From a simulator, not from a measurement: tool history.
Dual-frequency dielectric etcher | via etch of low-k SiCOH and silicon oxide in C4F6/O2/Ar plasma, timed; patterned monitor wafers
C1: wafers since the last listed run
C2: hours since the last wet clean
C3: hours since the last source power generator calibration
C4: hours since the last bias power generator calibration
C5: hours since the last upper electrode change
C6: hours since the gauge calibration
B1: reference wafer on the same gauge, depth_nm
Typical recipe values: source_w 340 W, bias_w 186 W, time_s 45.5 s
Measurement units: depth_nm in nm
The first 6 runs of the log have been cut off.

{"hour": 251.0, "done": "bias power generator calibrated"}
{"run": 7, "hour": 264.8, "source_w": 360, "bias_w": 186, "time_s": 45.5, "C1": 932, "C2": 410.7, "C3": 1137.7, "C4": 13.8, "C5": 3637.5, "C6": 989.3, "B1": 92.8, "depth_nm": 93.2}
{"run": 8, "hour": 315.3, "source_w": 360, "bias_w": 186, "time_s": 45.5, "C1": 843, "C2": 461.2, "C3": 1188.2, "C4": 64.3, "C5": 3688, "C6": 1039.8, "B1": 92.7, "depth_nm": 93.4}
{"run": 9, "hour": 341.6, "source_w": 340, "bias_w": 197, "time_s": 45.5, "C1": 439, "C2": 487.5, "C3": 1214.5, "C4": 90.6, "C5": 3714.3, "C6": 1066.1, "B1": 93, "depth_nm": 93.3}
{"run": 10, "hour": 377.8, "source_w": 340, "bias_w": 197, "time_s": 45.5, "C1": 604, "C2": 523.7, "C3": 1250.7, "C4": 126.8, "C5": 3750.5, "C6": 1102.3, "B1": 92.7, "depth_nm": 94}
{"hour": 424.2, "done": "wet clean of the chamber"}
{"run": 11, "hour": 432.2, "source_w": 340, "bias_w": 186, "time_s": 45.5, "C1": 508, "C2": 8, "C3": 1305.1, "C4": 181.2, "C5": 3804.9, "C6": 1156.7, "B1": 92.5, "depth_nm": 92}
{"run": 12, "hour": 464.7, "source_w": 340, "bias_w": 186, "time_s": 45.5, "C1": 543, "C2": 40.5, "C3": 1337.6, "C4": 213.7, "C5": 3837.4, "C6": 1189.2, "B1": 92.4, "depth_nm": 91.2}
{"run": 13, "hour": 496.7, "source_w": 340, "bias_w": 186, "time_s": 59, "C1": 534, "C2": 72.5, "C3": 1369.6, "C4": 245.7, "C5": 3869.4, "C6": 1221.2, "B1": 92.6, "depth_nm": 118.9}
{"run": 14, "hour": 530.3, "source_w": 340, "bias_w": 186, "time_s": 45.5, "C1": 561, "C2": 106.1, "C3": 1403.2, "C4": 279.3, "C5": 3903, "C6": 1254.8, "B1": 92.6, "depth_nm": 92.4}
{"hour": 577.5, "done": "source power generator calibrated"}
{"run": 15, "hour": 600.0, "source_w": 290, "bias_w": 186, "time_s": 45.5, "C1": 1097, "C2": 175.8, "C3": 22.5, "C4": 349, "C5": 3972.7, "C6": 1324.5, "B1": 92.6, "depth_nm": 83.7}
{"run": 16, "hour": 647.6, "source_w": 340, "bias_w": 186, "time_s": 53.5, "C1": 795, "C2": 223.4, "C3": 70.1, "C4": 396.6, "C5": 4020.3, "C6": 1372.1, "B1": 92.7, "depth_nm": 105}
{"run": 17, "hour": 685.8, "source_w": 340, "bias_w": 186, "time_s": 45.5, "C1": 638, "C2": 261.6, "C3": 108.3, "C4": 434.8, "C5": 4058.5, "C6": 1410.3, "B1": 92.5, "depth_nm": 89.3}
{"run": 18, "hour": 738.8, "source_w": 290, "bias_w": 169, "time_s": 53.5, "C1": 885, "C2": 314.6, "C3": 161.3, "C4": 487.8, "C5": 4111.5, "C6": 1463.3, "B1": 92.8, "depth_nm": 94.2}
{"run": 19, "hour": 790.6, "source_w": 310, "bias_w": 154, "time_s": 54, "C1": 865, "C2": 366.4, "C3": 213.1, "C4": 539.6, "C5": 4163.3, "C6": 1515.1, "B1": 92.6, "depth_nm": 95.4}
{"run": 20, "hour": 820.8, "source_w": 280, "bias_w": 186, "time_s": 34, "C1": 504, "C2": 396.6, "C3": 243.3, "C4": 569.8, "C5": 4193.5, "C6": 1545.3, "B1": 92.5, "depth_nm": 61.4}
{"run": 21, "hour": 856.8, "source_w": 390, "bias_w": 156, "time_s": 53, "C1": 601, "C2": 432.6, "C3": 279.3, "C4": 605.8, "C5": 4229.5, "C6": 1581.3, "B1": 92.7, "depth_nm": 103.2}
{"hour": 890.2, "done": "gauge calibrated"}
{"run": 22, "hour": 906.9, "source_w": 340, "bias_w": 186, "time_s": 41, "C1": 837, "C2": 482.7, "C3": 329.4, "C4": 655.9, "C5": 4279.6, "C6": 16.7, "B1": 92.9, "depth_nm": 81.6}
{"hour": 945.5, "done": "wet clean of the chamber"}
{"run": 23, "hour": 964.7, "source_w": 340, "bias_w": 186, "time_s": 45.5, "C1": 564, "C2": 19.2, "C3": 387.2, "C4": 713.7, "C5": 4337.4, "C6": 74.5, "B1": 92.7, "depth_nm": 89.7}
{"hour": 1007.7, "done": "upper electrode replaced"}
{"run": 24, "hour": 1120.5, "source_w": 340, "bias_w": 186, "time_s": 45.5, "C1": 2202, "C2": 175, "C3": 543, "C4": 869.5, "C5": 112.8, "C6": 230.3, "B1": 92.8, "depth_nm": 90.4}
{"run": 25, "hour": 1189.8, "source_w": 340, "bias_w": 186, "time_s": 45.5, "C1": 1158, "C2": 244.3, "C3": 612.3, "C4": 938.8, "C5": 182.1, "C6": 299.6, "B1": 92.6, "depth_nm": 90}
{"run": 26, "hour": 1246.8, "source_w": 260, "bias_w": 166, "time_s": 32.5, "C1": 952, "C2": 301.3, "C3": 669.3, "C4": 995.8, "C5": 239.1, "C6": 356.6, "B1": 92.9, "depth_nm": 55.2}
{"run": 27, "hour": 1282.6, "source_w": 270, "bias_w": 186, "time_s": 45.5, "C1": 598, "C2": 337.1, "C3": 705.1, "C4": 1031.6, "C5": 274.9, "C6": 392.4, "B1": 92.7, "depth_nm": 82.1}
{"run": 28, "hour": 1316.8, "source_w": 340, "bias_w": 186, "time_s": 45.5, "C1": 571, "C2": 371.3, "C3": 739.3, "C4": 1065.8, "C5": 309.1, "C6": 426.6, "B1": 92.7, "depth_nm": 89.4}
{"run": 29, "hour": 1347.5, "source_w": 270, "bias_w": 232, "time_s": 45.5, "C1": 513, "C2": 402, "C3": 770, "C4": 1096.5, "C5": 339.8, "C6": 457.3, "B1": 92.8, "depth_nm": 88.7}
{"run": 30, "hour": 1382.2, "source_w": 310, "bias_w": 209, "time_s": 51.5, "C1": 579, "C2": 436.7, "C3": 804.7, "C4": 1131.2, "C5": 374.5, "C6": 492, "B1": 92.8, "depth_nm": 102.8}

Consider 4 possible next runs. They are alternatives, not a sequence: every one starts from the tool as it was left by run 30. What does each give?
{"run": "A", "hour": 1382.6, "source_w": 280, "bias_w": 186, "time_s": 45.5, "C1": 6, "C2": 437.1, "C3": 805.1, "C4": 1131.6, "C5": 374.9, "C6": 492.4, "B1": "?", "depth_nm": "?"}
{"run": "B", "hour": 1382.6, "source_w": 390, "bias_w": 186, "time_s": 45.5, "C1": 6, "C2": 437.1, "C3": 805.1, "C4": 1131.6, "C5": 374.9, "C6": 492.4, "B1": "?", "depth_nm": "?"}
{"run": "C", "hour": 1382.6, "source_w": 410, "bias_w": 172, "time_s": 57.5, "C1": 6, "C2": 437.1, "C3": 805.1, "C4": 1131.6, "C5": 374.9, "C6": 492.4, "B1": "?", "depth_nm": "?"}
{"run": "D", "hour": 1382.6, "source_w": 340, "bias_w": 186, "time_s": 41.5, "C1": 6, "C2": 437.1, "C3": 805.1, "C4": 1131.6, "C5": 374.9, "C6": 492.4, "B1": "?", "depth_nm": "?"}

run=A B1=92.8 depth_nm=83.1
run=B B1=92.8 depth_nm=95.7
run=C B1=92.8 depth_nm=120
run=D B1=92.8 depth_nm=82.4
The same runs, with their run-to-run variation unchanged, on a tool lacking any hidden condition would have given:
run=A depth_nm=82.4
run=B depth_nm=94.9
run=C depth_nm=119
run=D depth_nm=81.7
